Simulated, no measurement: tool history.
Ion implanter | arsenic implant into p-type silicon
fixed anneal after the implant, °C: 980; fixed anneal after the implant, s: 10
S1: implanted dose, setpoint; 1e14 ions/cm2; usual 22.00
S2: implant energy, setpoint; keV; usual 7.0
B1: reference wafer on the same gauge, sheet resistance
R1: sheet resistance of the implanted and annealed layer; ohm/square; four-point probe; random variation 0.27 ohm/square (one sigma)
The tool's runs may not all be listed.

run 1 hour=0.0 | S1=22.00 S2=7.0 | B1=150.00 | R1=177.65
run 2 hour=20.5 | S1=22.00 S2=7.0 | B1=150.06 | R1=177.89
run 3 hour=43.4 | S1=22.00 S2=7.0 | B1=150.05 | R1=177.74
run 4 hour=70.1 | S1=22.00 S2=7.0 | B1=149.96 | R1=177.64
run 5 hour=102.2 | S1=22.00 S2=7.0 | B1=150.08 | R1=177.84
run 6 hour=127.4 | S1=22.00 S2=7.5 | B1=149.96 | R1=175.05
run 7 hour=142.5 | S1=22.00 S2=7.5 | B1=149.98 | R1=174.58
run 8 hour=157.7 | S1=22.00 S2=7.0 | B1=150.03 | R1=177.47
run 9 hour=187.0 | S1=22.00 S2=7.0 | B1=150.00 | R1=177.60
run 10 hour=200.8 | S1=22.00 S2=7.0 | B1=150.10 | R1=178.17
run 11 hour=231.7 | S1=19.66 S2=7.0 | B1=150.04 | R1=181.20
run 12 hour=261.7 | S1=19.66 S2=7.0 | B1=149.97 | R1=181.32
run 13 hour=284.4 | S1=22.00 S2=6.0 | B1=149.92 | R1=185.41
run 14 hour=304.9 | S1=22.00 S2=6.0 | B1=150.05 | R1=185.06
-- hour=343.9 extraction supply calibrated
run 15 hour=344.4 | S1=25.91 S2=7.0 | B1=150.00 | R1=173.76
run 16 hour=362.6 | S1=25.91 S2=7.0 | B1=150.01 | R1=174.09
-- hour=384.1 Faraday cup replaced and dose calibrated
run 17 hour=397.6 | S1=19.48 S2=7.0 | B1=149.99 | R1=180.59
run 18 hour=488.7 | S1=17.07 S2=7.5 | B1=150.00 | R1=180.71
run 19 hour=505.1 | S1=25.86 S2=8.0 | B1=149.93 | R1=167.32
run 20 hour=532.0 | S1=24.49 S2=8.5 | B1=150.00 | R1=165.87
run 21 hour=554.4 | S1=22.00 S2=7.0 | B1=150.00 | R1=176.72
run 22 hour=573.3 | S1=24.16 S2=8.5 | B1=150.02 | R1=166.46
run 23 hour=598.5 | S1=22.00 S2=9.0 | B1=150.02 | R1=166.08
-- hour=641.4 gauge calibrated
run 24 hour=643.3 | S1=28.12 S2=6.0 | B1=149.98 | R1=178.12
run 25 hour=664.9 | S1=25.75 S2=5.0 | B1=149.98 | R1=188.83
run 26 hour=692.7 | S1=22.00 S2=7.0 | B1=150.01 | R1=177.22
run 27 hour=727.4 | S1=22.00 S2=7.0 | B1=150.03 | R1=177.16
run 28 hour=741.4 | S1=19.26 S2=5.5 | B1=149.91 | R1=192.24
run 29 hour=762.6 | S1=22.00 S2=7.0 | B1=149.96 | R1=177.27
run 30 hour=784.7 | S1=27.37 S2=5.0 | B1=149.99 | R1=187.26
run 31 hour=819.1 | S1=18.21 S2=5.5 | B1=149.99 | R1=194.74
run 32 hour=854.9 | S1=20.31 S2=9.0 | B1=149.95 | R1=167.71
run 33 hour=889.6 | S1=22.00 S2=7.0 | B1=150.00 | R1=178.27
run 34 hour=918.2 | S1=18.81 S2=8.0 | B1=150.02 | R1=175.52

3 ways to go on from here, each from the tool as it stands after run 34. What would each give?
run A hour=918.6 | S1=22.00 S2=7.0 | B1=? | R1=?
run B hour=918.6 | S1=18.01 S2=8.5 | B1=? | R1=?
run C hour=918.6 | S1=25.24 S2=7.0 | B1=? | R1=?

run=A B1=150.08 R1=177.74
run=B B1=150.08 R1=173.82
run=C B1=150.08 R1=174.30
Without the tool's hidden state the same runs would have given:
run=A R1=177.27
run=B R1=173.36
run=C R1=173.87

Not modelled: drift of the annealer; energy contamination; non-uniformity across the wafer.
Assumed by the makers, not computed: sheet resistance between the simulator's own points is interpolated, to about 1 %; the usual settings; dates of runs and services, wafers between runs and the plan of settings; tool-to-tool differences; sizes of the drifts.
